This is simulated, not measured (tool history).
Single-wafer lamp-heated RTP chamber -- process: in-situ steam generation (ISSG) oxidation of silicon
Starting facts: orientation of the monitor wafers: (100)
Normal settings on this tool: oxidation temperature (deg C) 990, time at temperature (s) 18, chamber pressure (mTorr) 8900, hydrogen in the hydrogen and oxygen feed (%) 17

run    hour  oxidation temperature (deg C)  time at temperature (s)  chamber pressure (mTorr)  hydrogen in the hydrogen and oxygen feed (%)  wafers since the last listed run  wafers since the last pyrometer calibration  hours since the pressure gauge was zeroed  hours since the hydrogen flow controller was replaced  hours since the gauge calibration  read-back reference wafer on the same gauge, thickness  oxide thickness on the monitor wafer (nm)
  1     0.0                            990                       18                      8900                                            17                                 0                                         6496                                     3060.3                                                 3763.0                              972.1                                                   4.128                                      4.634
  2    44.2                            990                       18                      8900                                            17                               423                                         6920                                     3104.5                                                 3807.2                             1016.3                                                   4.127                                      4.602
  3    99.6                            990                       18                      8900                                            17                               531                                         7451                                     3159.9                                                 3862.6                             1071.7                                                   4.131                                      4.620
  4   127.7                            990                       18                      8900                                            17                               269                                         7720                                     3188.0                                                 3890.7                             1099.8                                                   4.129                                      4.619
  5   156.4                            990                       18                      8900                                            17                               275                                         7996                                     3216.7                                                 3919.4                             1128.5                                                   4.135                                      4.636
      177.1  -- pyrometer window cleaned and pyrometer calibrated
  6   205.2                            990                       18                      8900                                            17                               391                                          269                                     3265.5                                                 3968.2                             1177.3                                                   4.133                                      4.638
  7   253.7                            990                       18                      8900                                            17                               465                                          734                                     3314.0                                                 4016.7                             1225.8                                                   4.126                                      4.630
  8   322.2                            990                       18                      8900                                            14                               657                                         1391                                     3382.5                                                 4085.2                             1294.3                                                   4.129                                      4.437
  9   392.7                           1003                       18                      9700                                            17                               676                                         2067                                     3453.0                                                 4155.7                             1364.8                                                   4.132                                      4.802
      442.4  -- hydrogen flow controller replaced
 10   442.9                            990                       12                      8900                                            17                               404                                         2472                                     3503.2                                                    0.5                             1415.0                                                   4.127                                      3.881
      486.0  -- pressure gauge zeroed
 11   486.5                            990                       12                      8900                                            17                               341                                         2813                                        0.5                                                   44.1                             1458.6                                                   4.129                                      3.889
 12   545.1                            990                       12                      8900                                            17                               562                                         3375                                       59.1                                                  102.7                             1517.2                                                   4.131                                      3.882
 13   569.8                            990                       18                      8900                                            17                               236                                         3612                                       83.8                                                  127.4                             1541.9                                                   4.131                                      4.629
 14   627.7                            990                       18                      8900                                            17                               555                                         4168                                      141.7                                                  185.3                             1599.8                                                   4.129                                      4.638
 15   668.7                            990                       18                      9700                                            17                               393                                         4561                                      182.7                                                  226.3                             1640.8                                                   4.131                                      4.593
 16   734.4                            981                       20                      8300                                            17                               630                                         5191                                      248.4                                                  292.0                             1706.5                                                   4.135                                      4.705
      799.0  -- gauge calibrated
 17   803.1                           1000                       18                      8900                                            12                               658                                         5850                                      317.1                                                  360.7                                4.1                                                   4.130                                      4.465
 18   855.7                            990                       23                      8900                                            17                               504                                         6355                                      369.7                                                  413.3                               56.7                                                   4.128                                      5.178
 19   926.4                            990                       24                      8200                                            21                               678                                         7033                                      440.4                                                  484.0                              127.4                                                   4.129                                      5.556
 20   952.9                            977                       16                      8000                                            11                               254                                         7287                                      466.9                                                  510.5                              153.9                                                   4.131                                      3.836
 21  1002.3                           1004                       18                      8900                                            17                               473                                         7761                                      516.3                                                  559.9                              203.3                                                   4.132                                      4.879
     1040.7  -- pyrometer window cleaned and pyrometer calibrated
 22  1041.2                            974                       24                      8000                                            17                               296                                            4                                      555.2                                                  598.8                              242.2                                                   4.132                                      4.978
 23  1076.7                            990                       18                      8900                                            17                               340                                          345                                      590.7                                                  634.3                              277.7                                                   4.132                                      4.638
 24  1110.0                            990                       18                      8900                                            17                               319                                          664                                      624.0                                                  667.6                              311.0                                                   4.134                                      4.619
 25  1176.9                            990                       21                      8900                                            17                               641                                         1306                                      690.9                                                  734.5                              377.9                                                   4.131                                      4.973
 26  1247.9                            990                       15                      8000                                            17                               681                                         1987                                      761.9                                                  805.5                              448.9                                                   4.127                                      4.281
 27  1309.7                            990                       18                      8900                                            17                               592                                         2580                                      823.7                                                  867.3                              510.7                                                   4.130                                      4.627
 28  1335.3                            990                       18                      8900                                            17                               245                                         2825                                      849.3                                                  892.9                              536.3                                                   4.132                                      4.612

Predict each of these 3 candidate next runs independently; none follows another, all start after run 28:
  A  1335.7                            990                       18                      8900                                            17                                 3                                         2829                                      849.7                                                  893.3                              536.7                                                       ?                                          ?
  B  1335.7                           1010                       22                     10100                                            12                                 3                                         2829                                      849.7                                                  893.3                              536.7                                                       ?                                          ?
  C  1335.7                            990                       23                      9600                                            17                                 3                                         2829                                      849.7                                                  893.3                              536.7                                                       ?                                          ?

run  read-back reference wafer on the same gauge, thickness  oxide thickness on the monitor wafer (nm)
  A                                                   4.131                                      4.617
  B                                                   4.131                                      5.045
  C                                                   4.131                                      5.127
Had the tool no hidden state, the same runs would have come out as:
run  oxide thickness on the monitor wafer (nm)
  A                                      4.617
  B                                      5.045
  C                                      5.127
